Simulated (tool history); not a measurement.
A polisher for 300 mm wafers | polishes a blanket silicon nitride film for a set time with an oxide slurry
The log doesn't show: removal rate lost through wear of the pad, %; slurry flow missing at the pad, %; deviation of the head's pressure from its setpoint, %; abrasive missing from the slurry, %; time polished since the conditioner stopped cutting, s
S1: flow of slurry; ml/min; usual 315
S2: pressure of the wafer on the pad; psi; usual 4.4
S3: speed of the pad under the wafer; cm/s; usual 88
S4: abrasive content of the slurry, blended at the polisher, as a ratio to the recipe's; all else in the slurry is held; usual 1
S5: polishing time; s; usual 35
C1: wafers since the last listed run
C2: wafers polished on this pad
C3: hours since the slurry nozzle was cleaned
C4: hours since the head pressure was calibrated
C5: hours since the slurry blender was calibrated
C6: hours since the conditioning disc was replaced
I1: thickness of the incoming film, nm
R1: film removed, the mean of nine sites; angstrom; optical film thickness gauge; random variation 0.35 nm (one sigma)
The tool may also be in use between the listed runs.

run   hour   S1   S2   S3    S4  S5   C1    C2     C3     C4     C5     C6     I1   R1
  1      0  315  4.4   88   1.2  35    0   502  134.8  442.5    255  251.9  413.7  278
      22.9  -- conditioning disc replaced and pad reconditioned
  2   34.6  315  4.4   88   1.2  35  244   747  169.4  477.1  289.6   11.7    403  267
      38.6  -- slurry blender recalibrated
  3   47.8  315  4.4   88   1.2  35   84   831  182.6  490.3    9.2   24.9  408.6  267
  4   83.5  315  4.9   88     1  35  268  1099  218.3    526   44.9   60.6  413.3  266
     103.3  -- worn pad replaced by a new one
  5  104.9  315  4.9   88     1  35  130    12  239.7  547.4   66.3     82  413.7  276
  6  127.1  315  4.9   88     1  35  166   179  261.9  569.6   88.5  104.2  412.1  284
     131.8  -- slurry nozzle cleaned
  7  158.6  360  4.4   88     1  35  229   408   26.8  601.1    120  135.7  408.2  258
  8  194.5  315  4.4   88  0.85  35  269   678   62.7    637  155.9  171.6    412  235
  9  229.4  315  4.4   88  0.85  35  262   940   97.6  671.9  190.8  206.5  411.4  235
     245.9  -- worn pad replaced by a new one
 10  265.4  230  4.4   68     1  29  240   146  133.6  707.9  226.8  242.5  411.5  172
 11  280.3  255  4.4   88  1.25  25  111   258  148.5  722.8  241.7  257.4  415.3  199
 12  306.1  220  5.6   88   1.3  38  193   452  174.3  748.6  267.5  283.2    409  344
     329.5  -- head pressure recalibrated
 13  332.7  315  5.4  110     1  35  184   637  200.9    3.2  294.1  309.8    408  347

Forecast run 14:
     361.8  -- slurry blender recalibrated
 14  362.3  315  4.4  88   1  35  207  844  230.5  32.8  0.5  339.4  404.4   ?

Run 14 gave R1 254 angstrom.
Without the tool's hidden state the same run would have given R1 268 angstrom.
